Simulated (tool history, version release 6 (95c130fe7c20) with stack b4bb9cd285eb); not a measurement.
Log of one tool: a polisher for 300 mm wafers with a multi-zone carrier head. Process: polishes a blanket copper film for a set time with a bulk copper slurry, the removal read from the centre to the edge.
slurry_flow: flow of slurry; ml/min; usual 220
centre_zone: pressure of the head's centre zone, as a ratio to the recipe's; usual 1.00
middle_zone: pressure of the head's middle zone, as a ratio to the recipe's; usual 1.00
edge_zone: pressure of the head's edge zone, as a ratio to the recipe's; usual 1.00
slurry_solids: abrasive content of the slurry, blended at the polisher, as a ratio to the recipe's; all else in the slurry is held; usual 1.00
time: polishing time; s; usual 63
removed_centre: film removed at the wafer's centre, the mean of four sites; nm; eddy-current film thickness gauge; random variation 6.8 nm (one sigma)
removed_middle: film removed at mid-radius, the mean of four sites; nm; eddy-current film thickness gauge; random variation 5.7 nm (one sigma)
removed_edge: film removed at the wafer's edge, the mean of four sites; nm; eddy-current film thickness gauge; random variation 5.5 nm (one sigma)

| run | hour | slurry_flow | centre_zone | middle_zone | edge_zone | slurry_solids | time | incoming thickness of the incoming film, nm | removed_centre | removed_middle | removed_edge |
|---|---|---|---|---|---|---|---|---|---|---|---|
| 1 | 0.0 | 220 | 1.00 | 1.00 | 1.00 | 1.00 | 63 | 3439.8 | 521.9 | 508.7 | 507.8 |
|  | 7.6 | centre zone pressure recalibrated |
| 2 | 8.1 | 220 | 1.00 | 1.00 | 1.00 | 1.00 | 63 | 3402.2 | 516.8 | 509.9 | 503.3 |
| 3 | 16.2 | 220 | 1.00 | 1.00 | 1.00 | 0.90 | 63 | 3431.9 | 499.8 | 489.6 | 485.0 |
| 4 | 32.4 | 220 | 1.00 | 1.00 | 1.00 | 1.00 | 63 | 3386.2 | 494.0 | 492.5 | 490.3 |
| 5 | 39.5 | 220 | 0.96 | 1.00 | 0.96 | 0.90 | 63 | 3424.2 | 474.1 | 476.1 | 473.8 |
| 6 | 48.5 | 220 | 1.00 | 0.90 | 1.00 | 1.00 | 63 | 3441.3 | 488.5 | 450.1 | 487.8 |
|  | 58.4 | carrier head's membrane replaced by a new one |
| 7 | 61.6 | 220 | 1.00 | 1.00 | 1.00 | 1.00 | 63 | 3407.8 | 483.0 | 461.5 | 468.2 |
| 8 | 73.1 | 220 | 1.00 | 1.00 | 1.00 | 1.00 | 70 | 3440.7 | 522.7 | 514.5 | 513.1 |
|  | 91.8 | worn pad replaced by a new one |
| 9 | 92.3 | 220 | 1.03 | 1.00 | 1.00 | 1.00 | 63 | 3373.0 | 538.2 | 515.8 | 523.6 |
| 10 | 94.5 | 180 | 0.91 | 1.00 | 1.00 | 0.75 | 44 | 3371.6 | 313.9 | 336.0 | 338.7 |
| 11 | 104.6 | 290 | 1.00 | 1.11 | 0.91 | 1.00 | 63 | 3404.9 | 535.8 | 566.2 | 509.1 |
| 12 | 122.5 | 220 | 1.00 | 1.00 | 1.00 | 1.00 | 63 | 3382.0 | 516.1 | 503.1 | 492.0 |
| 13 | 132.2 | 220 | 1.00 | 1.00 | 1.00 | 1.00 | 63 | 3355.5 | 488.4 | 495.1 | 493.2 |
| 14 | 148.8 | 220 | 1.00 | 1.00 | 1.00 | 1.00 | 63 | 3367.9 | 483.9 | 477.5 | 488.3 |
| 15 | 160.5 | 275 | 1.00 | 0.95 | 0.96 | 1.00 | 63 | 3358.6 | 500.6 | 464.2 | 475.5 |
|  | 173.3 | worn pad replaced by a new one |
| 16 | 173.8 | 160 | 1.00 | 1.00 | 1.11 | 1.25 | 42 | 3410.2 | 349.7 | 348.1 | 355.8 |
| 17 | 180.9 | 220 | 0.92 | 1.06 | 1.00 | 1.00 | 63 | 3351.6 | 481.1 | 535.2 | 518.1 |
| 18 | 190.4 | 220 | 1.00 | 1.00 | 1.00 | 1.00 | 63 | 3472.0 | 515.7 | 500.6 | 498.2 |
| 19 | 202.5 | 220 | 1.00 | 1.00 | 1.00 | 1.00 | 63 | 3364.9 | 506.5 | 491.1 | 491.1 |
| 20 | 219.1 | 165 | 0.95 | 1.00 | 1.00 | 1.10 | 63 | 3407.2 | 459.3 | 481.8 | 478.4 |
| 21 | 225.2 | 160 | 1.00 | 1.04 | 1.00 | 0.90 | 85 | 3372.6 | 631.5 | 633.9 | 616.0 |

The tool's hidden state at each run:
slurry flow missing at the pad, %: 0 in every run
deviation of the centre zone's pressure from its setpoint, %: 0 in every run
deviation of the edge zone's pressure from its setpoint, %: 0 in every run
H1: removal rate lost through wear of the pad, %
| run | H1 |
|---|---|
| 1 | 2.5 |
| 2 | 3.54 |
| 3 | 4.57 |
| 4 | 6.64 |
| 5 | 7.55 |
| 6 | 8.7 |
| 7 | 10.4 |
| 8 | 11.8 |
| 9 | 0.747 |
| 10 | 1.03 |
| 11 | 2.32 |
| 12 | 4.61 |
| 13 | 5.84 |
| 14 | 7.97 |
| 15 | 9.46 |
| 16 | 2.12 |
| 17 | 3.02 |
| 18 | 4.24 |
| 19 | 5.78 |
| 20 | 7.91 |
| 21 | 8.68 |

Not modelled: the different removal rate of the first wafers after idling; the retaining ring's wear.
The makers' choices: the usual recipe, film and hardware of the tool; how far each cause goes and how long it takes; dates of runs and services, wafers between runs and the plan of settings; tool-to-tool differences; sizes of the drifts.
